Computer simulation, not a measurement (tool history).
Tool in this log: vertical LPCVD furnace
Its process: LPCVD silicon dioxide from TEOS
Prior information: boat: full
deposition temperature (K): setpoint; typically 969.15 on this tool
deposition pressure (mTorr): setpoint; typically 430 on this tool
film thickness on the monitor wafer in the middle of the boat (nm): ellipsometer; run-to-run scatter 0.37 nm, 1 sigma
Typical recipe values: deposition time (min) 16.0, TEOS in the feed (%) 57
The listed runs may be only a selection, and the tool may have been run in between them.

| run | hour | deposition temperature (K) | deposition pressure (mTorr) | deposition time (min) | TEOS in the feed (%) | read-back reference wafer on the same gauge, thickness | film thickness on the monitor wafer in the middle of the boat (nm) |
|---|---|---|---|---|---|---|---|
| 1 | 0.0 | 969.15 | 430 | 16.0 | 50 | 116.02 | 121.51 |
| 2 | 6.1 | 969.15 | 430 | 16.0 | 50 | 116.02 | 122.21 |
| 3 | 38.2 | 969.15 | 430 | 16.0 | 50 | 116.04 | 122.06 |
| 4 | 46.1 | 969.15 | 430 | 16.0 | 57 | 116.01 | 129.90 |
|  | 75.8 | TEOS flow controller replaced |
| 5 | 76.3 | 969.15 | 405 | 16.0 | 57 | 115.99 | 126.39 |
| 6 | 87.1 | 975.15 | 430 | 14.5 | 57 | 116.03 | 135.92 |
| 7 | 97.7 | 975.15 | 430 | 14.5 | 57 | 115.95 | 135.43 |
| 8 | 111.9 | 969.15 | 365 | 16.0 | 57 | 116.01 | 119.39 |
| 9 | 119.1 | 969.15 | 365 | 16.0 | 57 | 116.03 | 119.48 |
| 10 | 127.9 | 969.15 | 365 | 16.0 | 57 | 115.98 | 120.31 |
|  | 132.0 | gauge calibrated |
|  | 156.4 | pressure gauge zeroed |
| 11 | 156.9 | 969.15 | 430 | 16.0 | 51 | 116.01 | 123.14 |
| 12 | 160.1 | 969.15 | 400 | 13.5 | 57 | 115.99 | 106.14 |
| 13 | 182.1 | 980.15 | 430 | 16.0 | 53 | 115.99 | 161.14 |
| 14 | 197.6 | 969.15 | 430 | 13.5 | 61 | 115.99 | 114.06 |
| 15 | 205.9 | 980.15 | 365 | 10.5 | 48 | 116.05 | 93.54 |
| 16 | 223.0 | 980.15 | 430 | 20.5 | 57 | 115.99 | 216.34 |
| 17 | 235.4 | 958.15 | 430 | 10.5 | 60 | 116.00 | 67.59 |
| 18 | 241.5 | 969.15 | 430 | 16.0 | 57 | 115.99 | 131.22 |
| 19 | 251.9 | 969.15 | 430 | 21.5 | 57 | 116.03 | 176.96 |
| 20 | 261.8 | 969.15 | 430 | 13.5 | 57 | 116.00 | 110.60 |
| 21 | 277.6 | 958.15 | 355 | 18.5 | 51 | 116.08 | 100.83 |
|  | 304.5 | thermocouples replaced and temperature profile calibrated |
| 22 | 305.0 | 969.15 | 430 | 10.0 | 57 | 116.01 | 74.44 |
| 23 | 308.3 | 981.15 | 375 | 16.0 | 57 | 115.96 | 146.96 |
| 24 | 311.5 | 969.15 | 430 | 16.0 | 57 | 116.05 | 119.20 |
| 25 | 317.6 | 969.15 | 500 | 20.5 | 52 | 115.99 | 157.53 |
| 26 | 331.2 | 975.15 | 350 | 21.0 | 67 | 115.95 | 176.59 |
| 27 | 347.3 | 969.15 | 430 | 16.0 | 57 | 116.00 | 119.01 |
| 28 | 383.7 | 961.15 | 385 | 16.0 | 48 | 115.99 | 85.71 |
| 29 | 401.6 | 957.15 | 385 | 16.0 | 57 | 115.99 | 85.11 |
| 30 | 412.9 | 969.15 | 430 | 11.0 | 57 | 115.96 | 82.09 |

Consider 5 possible next runs. They are alternatives, not a sequence: every one starts from the tool as it was left by run 30. What does each give?
| A | 416.2 | 969.15 | 430 | 16.0 | 57 | ? | ? |
| B | 416.2 | 969.15 | 385 | 11.5 | 49 | ? | ? |
| C | 416.2 | 969.15 | 400 | 11.5 | 54 | ? | ? |
| D | 416.2 | 969.15 | 350 | 16.0 | 64 | ? | ? |
| E | 416.2 | 969.15 | 505 | 18.0 | 47 | ? | ? |

| run | read-back reference wafer on the same gauge, thickness | film thickness on the monitor wafer in the middle of the boat (nm) |
|---|---|---|
| A | 115.95 | 119.58 |
| B | 115.95 | 75.40 |
| C | 115.95 | 80.68 |
| D | 115.95 | 114.31 |
| E | 115.95 | 132.38 |
With no hidden state in the tool, these same runs would have given:
| run | film thickness on the monitor wafer in the middle of the boat (nm) |
|---|---|
| A | 118.84 |
| B | 74.94 |
| C | 80.18 |
| D | 113.61 |
| E | 131.56 |
